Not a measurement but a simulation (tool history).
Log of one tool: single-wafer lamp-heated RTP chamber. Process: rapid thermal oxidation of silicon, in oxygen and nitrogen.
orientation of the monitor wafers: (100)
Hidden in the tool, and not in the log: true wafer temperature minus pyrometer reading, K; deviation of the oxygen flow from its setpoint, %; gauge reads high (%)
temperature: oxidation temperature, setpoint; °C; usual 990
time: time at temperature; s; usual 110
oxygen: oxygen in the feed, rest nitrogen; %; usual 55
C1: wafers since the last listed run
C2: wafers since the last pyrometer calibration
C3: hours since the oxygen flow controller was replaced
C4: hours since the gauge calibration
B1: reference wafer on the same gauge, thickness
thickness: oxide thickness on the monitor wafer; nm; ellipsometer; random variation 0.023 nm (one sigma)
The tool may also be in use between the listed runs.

run 1 hour=0 | temperature=990 time=110 oxygen=67 | C1=0 C2=68 C3=6146.6 C4=222.2 | B1=5.896 | thickness=6.654
run 2 hour=99.3 | temperature=990 time=110 oxygen=67 | C1=532 C2=600 C3=6245.9 C4=321.5 | B1=5.897 | thickness=6.668
run 3 hour=371.9 | temperature=990 time=110 oxygen=55 | C1=1460 C2=2060 C3=6518.5 C4=594.1 | B1=5.897 | thickness=6.333
run 4 hour=432.8 | temperature=990 time=110 oxygen=55 | C1=326 C2=2387 C3=6579.4 C4=655 | B1=5.898 | thickness=6.327
run 5 hour=475.6 | temperature=990 time=110 oxygen=55 | C1=229 C2=2616 C3=6622.2 C4=697.8 | B1=5.894 | thickness=6.38
run 6 hour=524.2 | temperature=971 time=110 oxygen=48 | C1=260 C2=2877 C3=6670.8 C4=746.4 | B1=5.898 | thickness=5.282
run 7 hour=628 | temperature=971 time=110 oxygen=48 | C1=556 C2=3433 C3=6774.6 C4=850.2 | B1=5.906 | thickness=5.278
run 8 hour=691.3 | temperature=990 time=110 oxygen=32 | C1=339 C2=3772 C3=6837.9 C4=913.5 | B1=5.9 | thickness=5.278
run 9 hour=791.8 | temperature=990 time=110 oxygen=32 | C1=538 C2=4311 C3=6938.4 C4=1014 | B1=5.902 | thickness=5.304
run 10 hour=865.5 | temperature=990 time=110 oxygen=55 | C1=394 C2=4706 C3=7012.1 C4=1087.7 | B1=5.895 | thickness=6.386
run 11 hour=904.5 | temperature=990 time=110 oxygen=55 | C1=208 C2=4915 C3=7051.1 C4=1126.7 | B1=5.897 | thickness=6.358
run 12 hour=944.4 | temperature=1002 time=110 oxygen=55 | C1=213 C2=5128 C3=7091 C4=1166.6 | B1=5.899 | thickness=6.959
run 13 hour=1029.2 | temperature=1002 time=110 oxygen=55 | C1=454 C2=5583 C3=7175.8 C4=1251.4 | B1=5.9 | thickness=7.031
run 14 hour=1130.4 | temperature=990 time=110 oxygen=55 | C1=542 C2=6125 C3=7277 C4=1352.6 | B1=5.898 | thickness=6.395
run 15 hour=1189.1 | temperature=1016 time=161 oxygen=66 | C1=314 C2=6440 C3=7335.7 C4=1411.3 | B1=5.895 | thickness=9.846
-- hour=1199.4 pyrometer window cleaned and pyrometer calibrated
run 16 hour=1284 | temperature=976 time=92 oxygen=63 | C1=465 C2=453 C3=7430.6 C4=1506.2 | B1=5.907 | thickness=5.84
-- hour=1300.5 gauge calibrated
run 17 hour=1320.4 | temperature=966 time=139 oxygen=78 | C1=195 C2=648 C3=7467 C4=19.9 | B1=5.906 | thickness=7.017
run 18 hour=1387.7 | temperature=978 time=93 oxygen=35 | C1=360 C2=1009 C3=7534.3 C4=87.2 | B1=5.898 | thickness=4.915
run 19 hour=1514.3 | temperature=990 time=110 oxygen=55 | C1=678 C2=1687 C3=7660.9 C4=213.8 | B1=5.9 | thickness=6.758
-- hour=1528.3 oxygen flow controller replaced
run 20 hour=1559.4 | temperature=990 time=110 oxygen=46 | C1=198 C2=1886 C3=31.1 C4=258.9 | B1=5.902 | thickness=6.373
-- hour=1621.1 pyrometer window cleaned and pyrometer calibrated, repeated, since the last time left the tool worse
run 21 hour=1641.7 | temperature=1011 time=110 oxygen=66 | C1=398 C2=110 C3=113.4 C4=341.2 | B1=5.891 | thickness=7.692
run 22 hour=1747.6 | temperature=990 time=110 oxygen=55 | C1=567 C2=678 C3=219.3 C4=447.1 | B1=5.893 | thickness=6.201
run 23 hour=1832.6 | temperature=977 time=157 oxygen=42 | C1=455 C2=1133 C3=304.3 C4=532.1 | B1=5.907 | thickness=6.042
run 24 hour=1924.8 | temperature=1008 time=110 oxygen=55 | C1=494 C2=1627 C3=396.5 C4=624.3 | B1=5.903 | thickness=7.13
run 25 hour=2005.3 | temperature=990 time=110 oxygen=55 | C1=431 C2=2059 C3=477 C4=704.8 | B1=5.905 | thickness=6.313
run 26 hour=2048.1 | temperature=990 time=57 oxygen=40 | C1=229 C2=2288 C3=519.8 C4=747.6 | B1=5.896 | thickness=4.308
run 27 hour=2113.9 | temperature=990 time=156 oxygen=65 | C1=352 C2=2641 C3=585.6 C4=813.4 | B1=5.902 | thickness=7.86
run 28 hour=2403.1 | temperature=970 time=58 oxygen=64 | C1=1549 C2=4190 C3=874.8 C4=1102.6 | B1=5.905 | thickness=4.388
run 29 hour=2452 | temperature=990 time=110 oxygen=64 | C1=262 C2=4452 C3=923.7 C4=1151.5 | B1=5.9 | thickness=6.703

Hidden state or all else? Some run-to-run changes of thickness, split into what the settings, what came in and random variation would give without the hidden state, and what is left for the hidden state (with any gauge scatter that isn't in both results):
Run 15 -> 16: temperature 1016 -> 976, time 161 -> 92, oxygen 66 -> 63, pyrometer window cleaned and pyrometer calibrated. thickness -4.006 nm: hidden state +0.061, all else -4.067.
Run 18 -> 19: temperature 978 -> 990, time 93 -> 110, oxygen 35 -> 55. thickness +1.843 nm: hidden state +0.216, all else +1.627.
Run 20 -> 21: temperature 990 -> 1011, oxygen 46 -> 66, pyrometer window cleaned and pyrometer calibrated, repeated, since the last time left the tool worse. thickness +1.319 nm: hidden state -0.54, all else +1.859.
Run 26 -> 27: time 57 -> 156, oxygen 40 -> 65. thickness +3.552 nm: hidden state +0.12, all else +3.432.

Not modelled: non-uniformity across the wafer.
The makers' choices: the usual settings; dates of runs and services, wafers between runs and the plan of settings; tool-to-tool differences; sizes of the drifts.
